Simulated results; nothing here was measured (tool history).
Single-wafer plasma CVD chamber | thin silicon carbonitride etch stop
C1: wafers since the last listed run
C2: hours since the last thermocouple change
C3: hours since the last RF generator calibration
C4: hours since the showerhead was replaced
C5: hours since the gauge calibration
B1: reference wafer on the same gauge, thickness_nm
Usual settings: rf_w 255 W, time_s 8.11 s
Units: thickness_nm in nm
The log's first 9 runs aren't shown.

{"run": 10, "day": 12.512, "rf_w": 255, "time_s": 8.11, "C1": 962, "C2": 1484.2, "C3": 92.6, "C4": 5341.7, "C5": 901.2, "B1": 5.169, "thickness_nm": 5.348}
{"run": 11, "day": 13.392, "rf_w": 255, "time_s": 8.11, "C1": 1160, "C2": 1505.3, "C3": 113.7, "C4": 5362.8, "C5": 922.3, "B1": 5.175, "thickness_nm": 5.345}
{"run": 12, "day": 14.871, "rf_w": 240, "time_s": 8.11, "C1": 1952, "C2": 1540.8, "C3": 149.2, "C4": 5398.3, "C5": 957.8, "B1": 5.171, "thickness_nm": 5.285}
{"run": 13, "day": 15.821, "rf_w": 215, "time_s": 7.69, "C1": 1253, "C2": 1563.6, "C3": 172, "C4": 5421.1, "C5": 980.6, "B1": 5.169, "thickness_nm": 4.909}
{"run": 14, "day": 16.762, "rf_w": 270, "time_s": 7.72, "C1": 1242, "C2": 1586.2, "C3": 194.6, "C4": 5443.7, "C5": 1003.2, "B1": 5.171, "thickness_nm": 5.139}
{"run": 15, "day": 18.221, "rf_w": 255, "time_s": 8.11, "C1": 1924, "C2": 1621.2, "C3": 229.6, "C4": 5478.7, "C5": 1038.2, "B1": 5.173, "thickness_nm": 5.321}
{"run": 16, "day": 18.975, "rf_w": 255, "time_s": 8.75, "C1": 995, "C2": 1639.3, "C3": 247.7, "C4": 5496.8, "C5": 1056.3, "B1": 5.169, "thickness_nm": 5.77}
{"run": 17, "day": 19.942, "rf_w": 300, "time_s": 7.5, "C1": 1275, "C2": 1662.5, "C3": 270.9, "C4": 5520, "C5": 1079.5, "B1": 5.174, "thickness_nm": 5.088}
{"day": 20.846, "done": "showerhead replaced"}
{"run": 18, "day": 21.092, "rf_w": 235, "time_s": 6.83, "C1": 1077, "C2": 1690.1, "C3": 298.5, "C4": 5.9, "C5": 1107.1, "B1": 5.17, "thickness_nm": 4.431}
{"run": 19, "day": 21.729, "rf_w": 290, "time_s": 9.36, "C1": 841, "C2": 1705.4, "C3": 313.8, "C4": 21.2, "C5": 1122.4, "B1": 5.169, "thickness_nm": 6.309}
{"run": 20, "day": 22.729, "rf_w": 285, "time_s": 7.35, "C1": 1319, "C2": 1729.4, "C3": 337.8, "C4": 45.2, "C5": 1146.4, "B1": 5.167, "thickness_nm": 4.95}
{"run": 21, "day": 23.233, "rf_w": 230, "time_s": 9.57, "C1": 665, "C2": 1741.5, "C3": 349.9, "C4": 57.3, "C5": 1158.5, "B1": 5.171, "thickness_nm": 6.152}

The next listed run, before its measurement:
{"day": 23.6, "done": "thermocouple changed; heater temperature recalibrated"}
{"run": 22, "day": 24.083, "rf_w": 225, "time_s": 7.14, "C1": 681, "C2": 11.6, "C3": 370.3, "C4": 77.7, "C5": 1178.9, "B1": "?", "thickness_nm": "?"}

B1: 5.172
thickness_nm: 4.584 nm
Without the tool's hidden state the same run would have given thickness_nm 4.617 nm.
